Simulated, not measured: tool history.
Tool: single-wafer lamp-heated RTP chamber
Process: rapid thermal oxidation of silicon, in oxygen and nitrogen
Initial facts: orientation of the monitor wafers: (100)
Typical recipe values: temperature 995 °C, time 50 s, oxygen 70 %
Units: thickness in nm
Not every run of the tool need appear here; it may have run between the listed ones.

run   hour  temperature  time  oxygen  wafers since the last listed run  wafers since the last pyrometer calibration  hours since the oxygen flow controller was replaced  hours since the gauge calibration  read-back reference wafer on the same gauge, thickness  thickness
  1    0.0          995    67      70                                 0                                         6179                                               2049.3                              103.5                                                   3.688      5.468
  2   17.9          995    67      70                                98                                         6277                                               2067.2                              121.4                                                   3.691      5.500
  3   34.2          978    50      70                                89                                         6367                                               2083.5                              137.7                                                   3.691      4.285
  4   44.1          978    50      70                                54                                         6422                                               2093.4                              147.6                                                   3.688      4.310
  5   54.3          995    67      92                                56                                         6478                                               2103.6                              157.8                                                   3.691      6.073
  6   64.3          995    50      53                                55                                         6533                                               2113.6                              167.8                                                   3.692      4.411
  7   73.8          995    50      53                                52                                         6586                                               2123.1                              177.3                                                   3.692      4.418
  8   80.1          995    50      53                                34                                         6621                                               2129.4                              183.6                                                   3.691      4.417
  9   92.1          995    50      70                                66                                         6687                                               2141.4                              195.6                                                   3.691      4.864
 10  105.4          995    50      70                                73                                         6760                                               2154.7                              208.9                                                   3.690      4.844
 11  114.9          995    50      70                                52                                         6813                                               2164.2                              218.4                                                   3.688      4.851
 12  122.8         1015    50      70                                43                                         6856                                               2172.1                              226.3                                                   3.688      5.589
 13  131.3         1015    50      70                                46                                         6903                                               2180.6                              234.8                                                   3.689      5.601
     135.3  -- gauge calibrated
 14  140.9         1015    50      70                                52                                         6956                                               2190.2                                5.6                                                   3.694      5.599
     161.5  -- oxygen flow controller replaced
     164.4  -- pyrometer window cleaned and pyrometer calibrated
 15  164.9          995    50      70                                72                                            2                                                  3.4                               29.6                                                   3.691      4.583
 16  169.2          995    71      70                                23                                           26                                                  7.7                               33.9                                                   3.691      5.339
 17  181.8         1013    50      96                                69                                           95                                                 20.3                               46.5                                                   3.691      5.811
 18  190.3         1015    50      70                                46                                          142                                                 28.8                               55.0                                                   3.688      5.264
 19  204.8         1009    60      70                                80                                          222                                                 43.3                               69.5                                                   3.688      5.483
 20  215.0          995    50      70                                56                                          279                                                 53.5                               79.7                                                   3.692      4.595
 21  221.4          979    73      93                                35                                          314                                                 59.9                               86.1                                                   3.692      5.308
 22  228.6         1004    42      94                                39                                          354                                                 67.1                               93.3                                                   3.691      5.031
 23  237.6         1018    71      70                                49                                          403                                                 76.1                              102.3                                                   3.692      6.311
 24  245.7          995    50      84                                44                                          448                                                 84.2                              110.4                                                   3.694      4.879
 25  256.1          995    50      85                                57                                          505                                                 94.6                              120.8                                                   3.687      4.918
 26  273.4          995    50      56                                95                                          601                                                111.9                              138.1                                                   3.686      4.274
 27  281.4         1021    59      55                                44                                          645                                                119.9                              146.1                                                   3.689      5.479
 28  287.8          976    50      61                                35                                          680                                                126.3                              152.5                                                   3.696      3.867
 29  313.7          976    69      98                               142                                          823                                                152.2                              178.4                                                   3.690      5.185

Consider 4 possible next runs. They are alternatives, not a sequence: every one starts from the tool as it was left by run 29. What does each give?
  A  314.2          995    50      70                                 2                                          826                                                152.7                              178.9                                                       ?          ?
  B  314.2         1017    32      54                                 2                                          826                                                152.7                              178.9                                                       ?          ?
  C  314.2          995    37      70                                 2                                          826                                                152.7                              178.9                                                       ?          ?
  D  314.2          987    33      83                                 2                                          826                                                152.7                              178.9                                                       ?          ?

run  read-back reference wafer on the same gauge, thickness  thickness
  A                                                   3.691      4.624
  B                                                   3.691      4.109
  C                                                   3.691      4.085
  D                                                   3.691      3.903
What these runs would have given with no unlogged condition in the tool:
run  thickness
  A      4.585
  B      4.077
  C      4.053
  D      3.872
